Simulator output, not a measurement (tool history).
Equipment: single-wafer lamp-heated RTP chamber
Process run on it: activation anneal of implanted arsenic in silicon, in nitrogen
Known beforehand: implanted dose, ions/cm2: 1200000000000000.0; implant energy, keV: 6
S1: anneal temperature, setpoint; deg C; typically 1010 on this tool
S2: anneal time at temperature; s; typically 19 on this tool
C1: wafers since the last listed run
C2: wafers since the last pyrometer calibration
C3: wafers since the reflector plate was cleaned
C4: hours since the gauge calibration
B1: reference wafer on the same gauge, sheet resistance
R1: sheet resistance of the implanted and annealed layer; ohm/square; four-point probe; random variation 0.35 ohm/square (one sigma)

run,hour,S1,S2,C1,C2,C3,C4,B1,R1
1,0,1010,28,0,5849,6728,438.1,137.94,131.62
2,45.1,1010,28,710,6559,7438,483.2,137.99,131.08
# hour 55.9: pyrometer window cleaned and pyrometer calibrated
3,143.2,991,19,1418,1375,8857,581.3,138.08,167.35
4,185.4,991,19,664,2039,9521,623.5,138.02,167.32
5,259.1,991,19,1160,3200,10682,697.2,138.01,166.62
# hour 298.4: reflector plate cleaned
6,345.8,1010,16,1239,4439,746,783.9,138,152.48
7,432.2,1010,16,1360,5800,2106,870.3,137.95,151.16
# hour 492.7: pyrometer window cleaned and pyrometer calibrated
8,499.7,1010,16,936,109,3043,937.8,138.09,156.18
9,596.9,1020,19,1530,1640,4574,1035,138.09,137.04
10,633.9,1020,19,582,2222,5156,1072,137.86,136.87
11,736.1,1020,19,1609,3832,6766,1174.2,138.01,136.14
12,800.1,1033,19,1007,4840,7774,1238.2,138.04,125.13
# hour 834.5: pyrometer window cleaned and pyrometer calibrated
13,899.9,991,9,1445,1029,9219,1338,138.1,196.75
14,959.7,986,12,941,1971,10161,1397.8,138.08,190.48
# hour 1100.9: reflector plate cleaned
# hour 1103.3: gauge calibrated
# hour 1218.4: pyrometer window cleaned and pyrometer calibrated
15,1222.5,1010,19,3886,65,1788,119.2,137.78,149.46
16,1268.2,1010,19,719,784,2508,164.9,138.01,148.39
17,1352.9,983,26,1333,2118,3841,249.6,138.13,164.75
18,1442.9,1032,25,1417,3535,5259,339.6,137.99,119.04
19,1509.4,1010,19,1047,4583,6306,406.1,138.03,144.44
20,1563.5,1027,22,851,5434,7158,460.2,137.97,125.84
# hour 1623.8: pyrometer window cleaned and pyrometer calibrated
21,1663.5,1018,14,1448,625,8606,560.2,138.05,151.76
22,1702.4,1010,19,612,1238,9219,599.1,137.95,147.29
23,1742.7,1038,19,634,1872,9853,639.4,138.01,122.96
24,1825.8,1027,23,1308,3181,11162,722.5,138.03,124.94
# hour 1894.1: reflector plate cleaned
25,1911.7,1021,15,1226,4408,276,808.4,137.85,142.95

Each row is a separate what-if for the run after 25, all from the same tool condition, not one after another. Results?
A,1912.1,1010,14,6,4414,282,808.8,?,?
B,1912.1,1010,29,6,4414,282,808.8,?,?
C,1912.1,1010,23,6,4414,282,808.8,?,?
D,1912.1,996,11,6,4414,282,808.8,?,?
E,1912.1,1037,19,6,4414,282,808.8,?,?

run,B1,R1
A,137.93,157.51
B,137.93,131.2
C,137.93,139
D,137.93,182.04
E,137.93,123.36
With no hidden state in the tool, these same runs would have given:
run,R1
A,162.55
B,135.56
C,143.66
D,187.28
E,126.64
